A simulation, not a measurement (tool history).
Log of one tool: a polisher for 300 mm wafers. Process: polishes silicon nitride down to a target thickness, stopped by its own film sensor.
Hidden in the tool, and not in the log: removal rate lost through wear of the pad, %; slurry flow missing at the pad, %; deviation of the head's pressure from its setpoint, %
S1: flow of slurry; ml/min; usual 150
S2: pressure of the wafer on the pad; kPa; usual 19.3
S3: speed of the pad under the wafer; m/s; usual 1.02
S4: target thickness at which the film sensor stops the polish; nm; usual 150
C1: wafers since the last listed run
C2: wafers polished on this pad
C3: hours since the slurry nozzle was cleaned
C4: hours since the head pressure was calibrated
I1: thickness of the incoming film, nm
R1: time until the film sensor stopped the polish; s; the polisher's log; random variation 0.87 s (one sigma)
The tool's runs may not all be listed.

run,hour,S1,S2,S3,S4,C1,C2,C3,C4,I1,R1
1,0,150,19.3,1.14,150,0,6,43.2,738.4,235.3,53.4
2,69.4,150,19.3,1.14,150,650,656,112.6,807.8,238.8,58.4
3,97.6,150,19.3,1.14,150,264,921,140.8,836,236.8,56.2
# hour 118.4: worn pad replaced by a new one
4,126,150,19.3,1.02,150,228,70,169.2,864.4,240.6,64
5,144.7,150,19.3,1.02,150,175,246,187.9,883.1,243.8,67.3
6,159.9,150,19.3,1.02,150,142,388,203.1,898.3,238.1,62.1
7,176.6,125,19.3,1.18,150,156,545,219.8,915,244.9,65.9
8,211.6,125,19.3,1.18,150,328,873,254.8,950,238.1,60.6
9,227.3,125,19.3,1.18,150,147,1020,270.5,965.7,242.3,63.2
# hour 236.1: worn pad replaced by a new one
10,252.8,165,19.3,1.32,150,201,156,296,991.2,243.7,57
11,285.6,115,22.1,1.02,142,307,464,328.8,1024,242.2,70
12,298.2,150,19.3,1.02,150,118,582,341.4,1036.6,235.6,61.3
# hour 321.5: head pressure recalibrated
13,331.3,115,22.1,1.02,142,291,873,374.5,9.8,238.4,66.6
# hour 346.3: worn pad replaced by a new one
# hour 358.8: slurry nozzle cleaned
14,359.3,150,16.5,1.02,150,215,112,0.5,37.8,238.2,67.6
15,392.8,180,19.3,1.16,173,314,426,34,71.3,236.8,38.1
16,417.2,150,19.3,1.02,150,228,655,58.4,95.7,241.9,64.1
17,439,120,22.1,1.02,150,204,859,80.2,117.5,241.8,58.8
# hour 456: worn pad replaced by a new one
18,458,150,19.3,1.02,132,140,18,99.2,136.5,243.9,79.9
19,488.3,150,19.3,1.02,150,284,302,129.5,166.8,240.8,62.3

5 ways to go on from here, each from the tool as it stands after run 19. What would each give?
A,488.7,150,19.3,1.02,127,3,306,129.9,167.2,240.1,?
B,488.7,150,19.3,1.34,172,3,306,129.9,167.2,240.1,?
C,488.7,150,17.2,1.24,124,3,306,129.9,167.2,240.1,?
D,488.7,165,19.3,1.02,175,3,306,129.9,167.2,240.1,?
E,488.7,150,19.3,1.12,150,3,306,129.9,167.2,240.1,?

run,R1
A,79.9
B,39.8
C,80.2
D,45
E,59.7
Without the tool's hidden state the same runs would have given:
run,R1
A,75.9
B,37.8
C,76.2
D,43
E,56.7
